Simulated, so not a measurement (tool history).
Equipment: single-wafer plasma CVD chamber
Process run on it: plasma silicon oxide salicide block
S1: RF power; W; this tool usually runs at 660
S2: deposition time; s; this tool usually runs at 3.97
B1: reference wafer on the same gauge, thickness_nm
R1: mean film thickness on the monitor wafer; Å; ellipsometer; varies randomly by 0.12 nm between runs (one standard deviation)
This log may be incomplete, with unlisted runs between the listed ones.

run	hour	S1	S2	B1	R1
1	0.0	660	4.51	37.694	458.61
2	16.9	660	4.51	37.690	455.77
3	30.3	660	4.51	37.714	456.09
4	46.7	660	3.97	37.661	399.51
5	60.6	660	3.97	37.681	400.14
6	68.5	660	3.97	37.713	401.77
7	74.8	660	3.97	37.713	401.05
8	84.2	660	3.97	37.723	401.71
9	94.8	660	3.97	37.742	400.90
10	103.6	660	3.97	37.703	400.11
11	112.8	580	4.22	37.732	403.02
12	122.6	580	4.22	37.654	405.86
13	135.3	660	4.47	37.697	449.74
14	173.8	660	3.97	37.654	397.72
15	183.5	660	3.97	37.695	397.06
16	199.8	660	3.97	37.671	396.52
17	205.9	660	3.97	37.717	398.08
# hour 206.4: gauge calibrated
18	212.8	660	3.97	37.720	397.18
# hour 228.1: RF generator calibrated
# hour 228.1: showerhead replaced, of another model than before
19	228.6	690	3.97	37.675	424.63
20	255.0	690	3.97	37.717	425.21
21	268.9	660	3.97	37.656	413.50
22	280.9	660	3.24	37.717	337.56
23	307.3	725	4.73	37.677	519.19
24	314.4	770	3.73	37.719	423.73
25	328.9	715	3.97	37.717	433.69
26	340.5	730	3.97	37.692	440.92
27	348.6	660	3.97	37.707	412.62
28	366.2	660	3.97	37.667	412.64
29	382.7	625	3.65	37.712	366.29
30	392.4	690	3.97	37.666	424.44
31	402.5	735	3.97	37.701	440.07
32	416.3	660	3.97	37.728	412.71
33	433.3	570	3.53	37.648	331.80
34	450.7	570	4.39	37.691	409.63
35	459.5	625	4.22	37.700	422.01
36	470.3	660	3.97	37.662	412.15
37	488.0	660	3.97	37.662	411.63
38	501.6	620	3.97	37.736	394.02
39	512.8	660	3.97	37.698	413.51
40	519.4	540	3.43	37.679	307.88
41	532.4	605	3.27	37.670	319.83
42	545.4	540	3.56	37.708	319.06

What was the tool's hidden state at every run in the log?
gauge reads high (%): 0 in every run
H1: delivered RF power above the setpoint (%)
run	H1
1	-7.92
2	-8.13
3	-8.29
4	-8.5
5	-8.68
6	-8.78
7	-8.86
8	-8.99
9	-9.13
10	-9.24
11	-9.37
12	-9.5
13	-9.67
14	-10.2
15	-10.3
16	-10.6
17	-10.7
18	-10.8
19	-0.712
20	-0.716
21	-0.721
22	-0.727
23	-0.746
24	-0.752
25	-0.767
26	-0.78
27	-0.791
28	-0.815
29	-0.842
30	-0.859
31	-0.877
32	-0.904
33	-0.941
34	-0.981
35	-1
36	-1.03
37	-1.08
38	-1.12
39	-1.15
40	-1.17
41	-1.22
42	-1.26
